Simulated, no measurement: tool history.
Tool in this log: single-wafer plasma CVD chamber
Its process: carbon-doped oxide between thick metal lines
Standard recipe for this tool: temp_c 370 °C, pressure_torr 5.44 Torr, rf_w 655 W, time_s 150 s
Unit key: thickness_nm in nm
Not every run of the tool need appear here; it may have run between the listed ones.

run	day	temp_c	pressure_torr	rf_w	time_s	wafers since the last listed run	hours since the last thermocouple change	hours since the last RF generator calibration	hours since the last manometer calibration	hours since the showerhead was replaced	hours since the gauge calibration	read-back reference wafer on the same gauge, thickness_nm	thickness_nm
1	0	370	5.44	655	150	0	2068.6	569.2	1301.4	5008.7	813.8	986.903	838.062
2	1.596	370	5.44	655	150	398	2106.9	607.5	1339.7	5047	852.1	987.605	835.303
3	4.446	370	5.44	655	150	710	2175.3	675.9	1408.1	5115.4	920.5	987.891	836.057
4	5.683	370	5.44	655	150	308	2205	705.6	1437.8	5145.1	950.2	986.655	827.295
5	8.662	370	5.44	655	150	743	2276.5	777.1	1509.3	5216.6	1021.7	989.483	837.288
# day 9.825: RF generator calibrated
6	11.008	370	6.27	655	150	501	2332.8	28.4	1565.6	5272.9	1078	987.817	874.545
# day 13.3: showerhead replaced
7	13.321	370	6.27	655	150	493	2388.3	83.9	1621.1	0.5	1133.5	987.128	869.353
8	14.325	370	5.44	655	150	250	2412.4	108	1645.2	24.6	1157.6	987.785	846.459
9	15.346	370	5.44	655	150	254	2436.9	132.5	1669.7	49.1	1182.1	988.387	853.791
# day 17.65: capacitance manometer re-zeroed and calibrated
10	17.671	370	5.44	655	150	496	2492.7	188.3	0.5	104.9	1237.9	989.316	846.698
11	19.808	370	6.46	655	144	533	2544	239.6	51.8	156.2	1289.2	988.735	822.762
# day 20.858: gauge calibrated
12	21.312	370	6.46	655	144	375	2580.1	275.7	87.9	192.3	10.9	987.901	825.869
13	23.771	370	6.34	655	150	613	2639.1	334.7	146.9	251.3	69.9	987.738	857.023
14	25.896	370	5.44	655	150	529	2690.1	385.7	197.9	302.3	120.9	988.833	843.581
15	26.992	370	5.44	655	150	273	2716.4	412	224.2	328.6	147.2	987.445	839.165
16	28.662	370	5.44	655	150	416	2756.5	452.1	264.3	368.7	187.3	987.038	838.239
17	30.646	377	5.44	580	141	494	2804.1	499.7	311.9	416.3	234.9	987.71	751.901
# day 31.942: thermocouple changed; heater temperature recalibrated
18	33.242	370	5.44	655	150	564	31.2	562	374.2	478.6	297.2	988.31	834.283
19	34.479	370	5.44	540	150	308	60.9	591.7	403.9	508.3	326.9	989.067	792.105
20	35.492	378	5.44	655	150	252	85.2	616	428.2	532.6	351.2	987.598	825.558
21	36.658	370	5.44	615	150	290	113.2	644	456.2	560.6	379.2	987.339	812.041
22	37.858	370	5.44	655	150	299	142	672.8	485	589.4	408	987.397	831.983
# day 40.333: RF generator calibrated
23	40.354	383	5.44	655	150	539	201.9	0.5	544.9	649.3	467.9	987.808	829.051
24	41.292	362	6.08	655	150	233	224.4	23	567.4	671.8	490.4	987.686	880.54
25	44.167	370	5.44	655	150	717	293.4	92	636.4	740.8	559.4	988.423	843.156
26	45.242	370	4.3	780	150	268	319.2	117.8	662.2	766.6	585.2	988.159	868.047
27	47.458	370	5.44	615	125	552	372.4	171	715.4	819.8	638.4	988.283	690.241
28	49.925	370	5.44	655	150	615	431.6	230.2	774.6	879	697.6	988.977	851.576

What differs in the tool's unlogged condition from the final listed run ahead of each entry between runs to the first listed run following it?
After run 5, before run 6: RF generator calibrated (day 9.825)
  delivered RF power above the setpoint (%): -8.16 -> -1.22
  measured value less the no-hidden-state value, thickness_nm: -21.836 -> -3.233 nm
After run 6, before run 7: showerhead replaced (day 13.3)
  delivered RF power above the setpoint (%): -1.22 -> -1.76
  measured value less the no-hidden-state value, thickness_nm: -3.233 -> -4.655 nm
After run 9, before run 10: capacitance manometer re-zeroed and calibrated (day 17.65)
  delivered RF power above the setpoint (%): -2.22 -> -2.76
  measured value less the no-hidden-state value, thickness_nm: -5.833 -> -7.227 nm
After run 11, before run 12: gauge calibrated (day 20.858)
  delivered RF power above the setpoint (%): -3.26 -> -3.6
  measured value less the no-hidden-state value, thickness_nm: -8.317 -> -9.266 nm
After run 17, before run 18: thermocouple changed; heater temperature recalibrated (day 31.942)
  delivered RF power above the setpoint (%): -5.76 -> -6.36
  measured value less the no-hidden-state value, thickness_nm: -13.774 -> -16.808 nm
After run 22, before run 23: RF generator calibrated (day 40.333)
  delivered RF power above the setpoint (%): -7.43 -> -0.961
  measured value less the no-hidden-state value, thickness_nm: -19.684 -> -2.411 nm
